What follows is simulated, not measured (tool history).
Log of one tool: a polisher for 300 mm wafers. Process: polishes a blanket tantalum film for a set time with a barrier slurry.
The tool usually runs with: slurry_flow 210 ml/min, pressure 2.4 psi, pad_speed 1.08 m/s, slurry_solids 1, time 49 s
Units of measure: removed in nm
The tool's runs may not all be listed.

run	hour	slurry_flow	pressure	pad_speed	slurry_solids	time	wafers since the last listed run	wafers polished on this pad	hours since the slurry nozzle was cleaned	hours since the head pressure was calibrated	hours since the slurry blender was calibrated	incoming thickness of the incoming film, nm	removed
1	0	210	2.4	1.08	0.8	49	0	51	34.4	250	217	301	107.5
2	18.6	210	2.4	1.08	0.8	49	275	326	53	268.6	235.6	300.5	105.8
# hour 20.8: head pressure recalibrated
3	31.7	245	2.4	1.08	1	49	164	491	66.1	10.9	248.7	302.6	116.8
4	44.4	210	1.8	1.08	1	49	188	679	78.8	23.6	261.4	305.5	87.1
5	77.3	210	2.4	1.08	1	49	487	1167	111.7	56.5	294.3	300.7	114.1
# hour 88.3: slurry blender recalibrated
# hour 114.3: worn pad replaced by a new one
6	114.8	210	2.4	1.08	1	49	466	6	149.2	94	26.5	295.2	115.5
7	130.1	210	2.4	1.08	1	49	226	233	164.5	109.3	41.8	295.8	115.5
8	165.7	210	2.4	1.08	1	49	527	761	200.1	144.9	77.4	300.7	114.3
9	195.2	210	2.4	1.22	1.2	49	437	1198	229.6	174.4	106.9	298.6	135.4
# hour 197.6: slurry nozzle cleaned
10	213.6	210	2.4	1.22	1.2	49	257	1456	16	192.8	125.3	303.5	138
# hour 231.2: worn pad replaced by a new one
11	235.7	210	2.4	0.82	1.2	49	268	66	38.1	214.9	147.4	298.9	91.9
12	254.4	210	2.4	0.82	1.2	49	277	343	56.8	233.6	166.1	296.7	91.8
13	289.7	210	2.6	1.08	1	49	523	866	92.1	268.9	201.4	297.2	123.7

What does the tool deliver on the next run?
14	325	210	2.4	1.08	1.1	49	523	1389	127.4	304.2	236.7	296.5	?

removed: 120.8 nm
With the hidden condition absent and the run-to-run variation left alone, this run would have shown removed 120.8 nm.
